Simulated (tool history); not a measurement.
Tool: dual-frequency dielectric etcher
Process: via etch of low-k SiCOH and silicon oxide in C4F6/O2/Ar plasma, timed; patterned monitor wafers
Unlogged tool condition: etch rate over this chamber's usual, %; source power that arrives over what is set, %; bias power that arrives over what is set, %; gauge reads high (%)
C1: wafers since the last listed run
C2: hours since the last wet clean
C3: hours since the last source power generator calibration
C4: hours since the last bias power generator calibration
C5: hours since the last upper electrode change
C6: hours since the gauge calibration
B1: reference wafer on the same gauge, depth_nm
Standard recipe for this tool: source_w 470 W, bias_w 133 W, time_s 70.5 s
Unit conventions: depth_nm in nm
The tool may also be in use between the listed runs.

Run 1, day 0: usual settings; C1 0; C2 307.6; C3 2692.2; C4 3963.4; C5 4055.2; C6 50.4; B1 197.7. Result: depth_nm 176.4 nm.
Run 2, day 0.471: usual settings but source_w 430 W, time_s 79 s; C1 94; C2 318.9; C3 2703.5; C4 3974.7; C5 4066.5; C6 61.7; B1 197.9. Result: depth_nm 191.5 nm.
Run 3, day 0.758: usual settings; C1 57; C2 325.8; C3 2710.4; C4 3981.6; C5 4073.4; C6 68.6; B1 197.8. Result: depth_nm 176.3 nm.
Run 4, day 2.154: usual settings; C1 279; C2 359.3; C3 2743.9; C4 4015.1; C5 4106.9; C6 102.1; B1 198.4. Result: depth_nm 176 nm.
Run 5, day 2.592: usual settings; C1 87; C2 369.8; C3 2754.4; C4 4025.6; C5 4117.4; C6 112.6; B1 198.4. Result: depth_nm 174.4 nm.
Run 6, day 2.958: usual settings but time_s 80 s; C1 73; C2 378.6; C3 2763.2; C4 4034.4; C5 4126.2; C6 121.4; B1 197.6. Result: depth_nm 198 nm.
Run 7, day 3.325: usual settings but time_s 80 s; C1 73; C2 387.4; C3 2772; C4 4043.2; C5 4135; C6 130.2; B1 198.2. Result: depth_nm 198.3 nm.
Run 8, day 3.667: usual settings; C1 68; C2 395.6; C3 2780.2; C4 4051.4; C5 4143.2; C6 138.4; B1 198.1. Result: depth_nm 174.2 nm.
Run 9, day 4.179: usual settings; C1 102; C2 407.9; C3 2792.5; C4 4063.7; C5 4155.5; C6 150.7; B1 197.8. Result: depth_nm 174.5 nm.
At day 5.183: upper electrode replaced.
At day 5.25: bias power generator calibrated.
At day 5.375: source power generator calibrated.
At day 5.392: wet clean of the chamber.
Run 10, day 5.412: usual settings; C1 5; C2 0.5; C3 0.9; C4 3.9; C5 5.5; C6 180.3; B1 197.8. Result: depth_nm 181.2 nm.
Run 11, day 5.425: usual settings; C1 2; C2 0.8; C3 1.2; C4 4.2; C5 5.8; C6 180.6; B1 197.5. Result: depth_nm 180.1 nm.
Run 12, day 5.467: usual settings but source_w 560 W; C1 8; C2 1.8; C3 2.2; C4 5.2; C5 6.8; C6 181.6; B1 197.7. Result: depth_nm 191.6 nm.
Run 13, day 5.992: usual settings but source_w 560 W; C1 105; C2 14.4; C3 14.8; C4 17.8; C5 19.4; C6 194.2; B1 198. Result: depth_nm 189.4 nm.
Run 14, day 6.821: usual settings but time_s 91 s; C1 165; C2 34.3; C3 34.7; C4 37.7; C5 39.3; C6 214.1; B1 198. Result: depth_nm 235.6 nm.
Run 15, day 7.112: usual settings but bias_w 122 W; C1 58; C2 41.3; C3 41.7; C4 44.7; C5 46.3; C6 221.1; B1 197.7. Result: depth_nm 175.2 nm.
Run 16, day 7.454: usual settings but source_w 560 W; C1 68; C2 49.5; C3 49.9; C4 52.9; C5 54.5; C6 229.3; B1 197.8. Result: depth_nm 191.4 nm.
Run 17, day 7.888: usual settings; C1 86; C2 59.9; C3 60.3; C4 63.3; C5 64.9; C6 239.7; B1 198. Result: depth_nm 178.4 nm.
Run 18, day 8.221: usual settings; C1 66; C2 67.9; C3 68.3; C4 71.3; C5 72.9; C6 247.7; B1 198.4. Result: depth_nm 179.2 nm.
Run 19, day 8.596: usual settings but time_s 58.5 s; C1 75; C2 76.9; C3 77.3; C4 80.3; C5 81.9; C6 256.7; B1 197.9. Result: depth_nm 148.3 nm.
At day 9.117: gauge calibrated.
Run 20, day 9.212: usual settings but source_w 440 W, bias_w 103 W; C1 123; C2 91.7; C3 92.1; C4 95.1; C5 96.7; C6 2.3; B1 198. Result: depth_nm 161.2 nm.
Run 21, day 9.858: usual settings but time_s 89 s; C1 129; C2 107.2; C3 107.6; C4 110.6; C5 112.2; C6 17.8; B1 197.8. Result: depth_nm 225.6 nm.
Run 22, day 10.371: usual settings but source_w 360 W, bias_w 120 W, time_s 56 s; C1 102; C2 119.5; C3 119.9; C4 122.9; C5 124.5; C6 30.1; B1 198.1. Result: depth_nm 125.4 nm.
Run 23, day 11.1: usual settings but source_w 570 W; C1 145; C2 137; C3 137.4; C4 140.4; C5 142; C6 47.6; B1 197.4. Result: depth_nm 189.5 nm.
Run 24, day 11.462: usual settings but source_w 510 W; C1 72; C2 145.7; C3 146.1; C4 149.1; C5 150.7; C6 56.3; B1 197.6. Result: depth_nm 183.9 nm.
Run 25, day 11.783: usual settings but bias_w 161 W, time_s 64.5 s; C1 64; C2 153.4; C3 153.8; C4 156.8; C5 158.4; C6 64; B1 197.8. Result: depth_nm 175 nm.
Run 26, day 12.479: usual settings but bias_w 113 W; C1 139; C2 170.1; C3 170.5; C4 173.5; C5 175.1; C6 80.7; B1 197.6. Result: depth_nm 169 nm.
Run 27, day 13.067: usual settings; C1 117; C2 184.2; C3 184.6; C4 187.6; C5 189.2; C6 94.8; B1 198. Result: depth_nm 177 nm.
Run 28, day 13.667: usual settings but source_w 590 W, bias_w 147 W; C1 120; C2 198.6; C3 199; C4 202; C5 203.6; C6 109.2; B1 198.1. Result: depth_nm 198.1 nm.
Run 29, day 14.346: usual settings but bias_w 102 W, time_s 84 s; C1 135; C2 214.9; C3 215.3; C4 218.3; C5 219.9; C6 125.5; B1 197.6. Result: depth_nm 192.8 nm.

Pick out some run-to-run changes in depth_nm. Of each, how much would a tool without hidden state show as well, from the settings, what came in and chance, and how much is left for the hidden state and any gauge scatter not in both results compared?
Run 9 -> 10: upper electrode replaced, bias power generator calibrated, source power generator calibrated, wet clean of the chamber. depth_nm +6.7 nm: hidden state +6.9, all else -0.2.
Run 20 -> 21: source_w 440 -> 470, bias_w 103 -> 133, time_s 70.5 -> 89. depth_nm +64.4 nm: hidden state -1.3, all else +65.7.
Run 21 -> 22: source_w 470 -> 360, bias_w 133 -> 120, time_s 89 -> 56. depth_nm -100.2 nm: hidden state +1.4, all else -101.6.

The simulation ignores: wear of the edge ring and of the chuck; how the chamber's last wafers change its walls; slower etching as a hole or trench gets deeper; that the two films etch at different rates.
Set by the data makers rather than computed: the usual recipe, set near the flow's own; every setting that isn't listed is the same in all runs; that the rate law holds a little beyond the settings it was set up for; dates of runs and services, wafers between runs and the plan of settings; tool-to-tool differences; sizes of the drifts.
